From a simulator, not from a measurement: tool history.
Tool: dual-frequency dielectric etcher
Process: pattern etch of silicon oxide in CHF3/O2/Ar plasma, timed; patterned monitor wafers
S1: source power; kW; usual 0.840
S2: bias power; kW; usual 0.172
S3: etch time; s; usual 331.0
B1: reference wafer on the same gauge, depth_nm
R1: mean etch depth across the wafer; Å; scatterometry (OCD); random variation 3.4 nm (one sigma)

{"run": 1, "hour": 0.0, "S1": 0.68, "S2": 0.172, "S3": 406.5, "B1": 636.3, "R1": 7918}
{"run": 2, "hour": 27.8, "S1": 0.68, "S2": 0.172, "S3": 406.5, "B1": 637.1, "R1": 7859}
{"run": 3, "hour": 61.4, "S1": 0.84, "S2": 0.172, "S3": 331.0, "B1": 636.5, "R1": 6830}
{"run": 4, "hour": 85.9, "S1": 0.84, "S2": 0.172, "S3": 331.0, "B1": 637.2, "R1": 6713}
{"run": 5, "hour": 135.3, "S1": 0.84, "S2": 0.172, "S3": 331.0, "B1": 637.4, "R1": 6739}
{"hour": 171.2, "done": "source power generator calibrated"}
{"run": 6, "hour": 248.1, "S1": 0.84, "S2": 0.172, "S3": 331.0, "B1": 636.8, "R1": 6668}
{"run": 7, "hour": 298.5, "S1": 0.84, "S2": 0.172, "S3": 331.0, "B1": 636.8, "R1": 6594}
{"run": 8, "hour": 327.2, "S1": 1.05, "S2": 0.212, "S3": 368.0, "B1": 636.5, "R1": 8530}
{"run": 9, "hour": 384.0, "S1": 0.84, "S2": 0.184, "S3": 267.0, "B1": 635.3, "R1": 5410}
{"hour": 423.7, "done": "wet clean of the chamber"}
{"run": 10, "hour": 453.9, "S1": 0.84, "S2": 0.172, "S3": 331.0, "B1": 637.0, "R1": 6739}
{"hour": 560.7, "done": "gauge calibrated"}
{"run": 11, "hour": 582.7, "S1": 1.04, "S2": 0.172, "S3": 331.0, "B1": 637.2, "R1": 7138}
{"run": 12, "hour": 621.7, "S1": 0.93, "S2": 0.172, "S3": 331.0, "B1": 636.6, "R1": 6774}
{"hour": 643.5, "done": "bias power generator calibrated"}
{"run": 13, "hour": 659.8, "S1": 0.84, "S2": 0.172, "S3": 331.0, "B1": 636.8, "R1": 6589}
{"hour": 796.6, "done": "upper electrode replaced"}
{"hour": 835.7, "done": "wet clean of the chamber"}
{"run": 14, "hour": 836.2, "S1": 0.96, "S2": 0.15, "S3": 254.0, "B1": 636.1, "R1": 5252}
{"run": 15, "hour": 873.7, "S1": 0.84, "S2": 0.172, "S3": 331.0, "B1": 636.1, "R1": 6792}
{"run": 16, "hour": 905.1, "S1": 0.7, "S2": 0.172, "S3": 287.0, "B1": 635.9, "R1": 5607}
{"run": 17, "hour": 965.4, "S1": 0.84, "S2": 0.191, "S3": 331.0, "B1": 637.6, "R1": 7061}
{"run": 18, "hour": 1014.4, "S1": 0.63, "S2": 0.189, "S3": 422.5, "B1": 636.9, "R1": 8313}
{"run": 19, "hour": 1082.9, "S1": 0.77, "S2": 0.135, "S3": 294.0, "B1": 636.4, "R1": 5260}
{"run": 20, "hour": 1121.5, "S1": 0.93, "S2": 0.13, "S3": 356.5, "B1": 636.8, "R1": 6726}
{"run": 21, "hour": 1175.8, "S1": 0.84, "S2": 0.172, "S3": 331.0, "B1": 636.4, "R1": 6578}
{"run": 22, "hour": 1239.0, "S1": 0.84, "S2": 0.215, "S3": 235.5, "B1": 637.3, "R1": 5165}
{"run": 23, "hour": 1286.0, "S1": 0.84, "S2": 0.211, "S3": 331.0, "B1": 636.4, "R1": 7064}
{"hour": 1316.7, "done": "wet clean of the chamber"}
{"run": 24, "hour": 1357.4, "S1": 0.63, "S2": 0.191, "S3": 331.0, "B1": 636.6, "R1": 6486}
{"run": 25, "hour": 1421.3, "S1": 1.02, "S2": 0.208, "S3": 382.5, "B1": 637.2, "R1": 8837}
{"run": 26, "hour": 1484.7, "S1": 0.71, "S2": 0.213, "S3": 367.0, "B1": 638.4, "R1": 7584}
{"run": 27, "hour": 1515.2, "S1": 0.84, "S2": 0.132, "S3": 429.0, "B1": 637.1, "R1": 7790}
{"run": 28, "hour": 1571.8, "S1": 0.84, "S2": 0.189, "S3": 331.0, "B1": 637.6, "R1": 6837}

Measured less the same run without the tool's hidden state. The same run-to-run variation is in both; the gauge's scatter may not be:
The hidden state here: etch rate over this chamber's usual, %; source power that arrives over what is set, %; bias power that arrives over what is set, %; gauge reads high (%).
run=1 R1=+14
run=2 R1=-11
run=3 R1=-35
run=4 R1=-53
run=5 R1=-92
run=6 R1=-179
run=7 R1=-217
run=8 R1=-311
run=9 R1=-235
run=10 R1=-75
run=11 R1=-187
run=12 R1=-209
run=13 R1=-234
run=14 R1=+44
run=15 R1=+29
run=16 R1=+5
run=17 R1=-43
run=18 R1=-97
run=19 R1=-103
run=20 R1=-163
run=21 R1=-202
run=22 R1=-198
run=23 R1=-311
run=24 R1=-70
run=25 R1=-160
run=26 R1=-194
run=27 R1=-228
run=28 R1=-246
